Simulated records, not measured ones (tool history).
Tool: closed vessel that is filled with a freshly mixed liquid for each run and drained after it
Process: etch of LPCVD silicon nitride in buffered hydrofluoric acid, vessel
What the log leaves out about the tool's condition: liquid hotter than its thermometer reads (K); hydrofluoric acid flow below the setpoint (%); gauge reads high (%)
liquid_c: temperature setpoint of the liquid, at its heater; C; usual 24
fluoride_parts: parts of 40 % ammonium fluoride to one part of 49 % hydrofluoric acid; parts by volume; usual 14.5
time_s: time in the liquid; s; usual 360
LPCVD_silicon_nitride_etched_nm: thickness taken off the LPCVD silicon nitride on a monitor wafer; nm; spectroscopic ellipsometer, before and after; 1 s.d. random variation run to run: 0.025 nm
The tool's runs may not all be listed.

run	day	liquid_c	fluoride_parts	time_s	wafers since the last listed run	hours since the thermometer was replaced	hours since the hydrofluoric acid flow meter was replaced	hours since the gauge calibration	read-back film thickness of the LPCVD silicon nitride reference wafer, read on the same gauge (nm)	LPCVD_silicon_nitride_etched_nm
1	0	24	14.5	500	0	1008.5	1576.4	381.7	129.986	5.875
2	2.454	24	14.5	500	4937	1067.4	1635.3	440.6	130.032	5.879
3	10.783	24	14.5	500	16755	1267.3	1835.2	640.5	130.018	5.798
4	12.729	24	14.5	360	3914	1314	1881.9	687.2	129.989	4.204
5	14.921	24	14.5	360	4408	1366.6	1934.5	739.8	130.009	4.178
6	17.85	24	14.5	360	5892	1436.9	2004.8	810.1	129.989	4.201
7	20.517	22.5	14.5	360	5364	1500.9	2068.8	874.1	130.023	3.821
8	23.333	24	17	275	5666	1568.5	2136.4	941.7	130.021	2.712
9	25.208	24	17	275	3771	1613.5	2181.4	986.7	130.043	2.709
10	26.392	24	17	275	2380	1641.9	2209.8	1015.1	130.052	2.692
11	28.442	24	14.5	360	4123	1691.1	2259	1064.3	130.001	4.105
# day 30.108: gauge calibrated
# day 30.371: thermometer replaced
12	30.708	24	14.5	360	4476	8.1	2313.4	14.4	129.992	4.161
13	32.875	24	14.5	360	4358	60.1	2365.4	66.4	129.961	4.109
14	35.638	24	14.5	165	5557	126.4	2431.7	132.7	129.991	1.883
15	37.842	24	12	550	4434	179.3	2484.6	185.6	129.987	7.577
16	39.117	20.5	14.5	360	2564	209.9	2515.2	216.2	130.042	3.377
17	40.688	24	14.5	360	3160	247.6	2552.9	253.9	129.98	4.133
# day 41.521: hydrofluoric acid flow meter replaced
18	42.667	21	14.5	360	3897	295.1	27.5	301.4	130.055	3.73
19	44.067	24	14.5	280	2816	328.7	61.1	335	129.994	3.441
20	45.525	25.5	11.5	290	2933	363.7	96.1	370	129.988	4.861
21	48.017	27	19.5	360	5012	423.5	155.9	429.8	129.99	3.901
22	50.454	19.5	11.5	470	4903	482	214.4	488.3	129.955	5.699
23	52.267	24	14.5	360	3646	525.5	257.9	531.8	130.02	4.425
24	59.412	24	19.5	360	14375	697	429.4	703.3	130.037	3.288
25	60.788	28.5	14.5	360	2766	730	462.4	736.3	129.979	5.581

Below are 4 alternative next runs, each starting from the tool's condition after run 25. Predict each:
A	60.821	24	14.5	360	67	730.8	463.2	737.1	?	?
B	60.821	24	14.5	430	67	730.8	463.2	737.1	?	?
C	60.821	21.5	16	175	67	730.8	463.2	737.1	?	?
D	60.821	26.5	20	160	67	730.8	463.2	737.1	?	?

run	read-back film thickness of the LPCVD silicon nitride reference wafer, read on the same gauge (nm)	LPCVD_silicon_nitride_etched_nm
A	129.998	4.376
B	129.998	5.227
C	129.998	1.683
D	129.998	1.633
Without the tool's hidden state the same runs would have given:
run	LPCVD_silicon_nitride_etched_nm
A	4.464
B	5.332
C	1.716
D	1.656
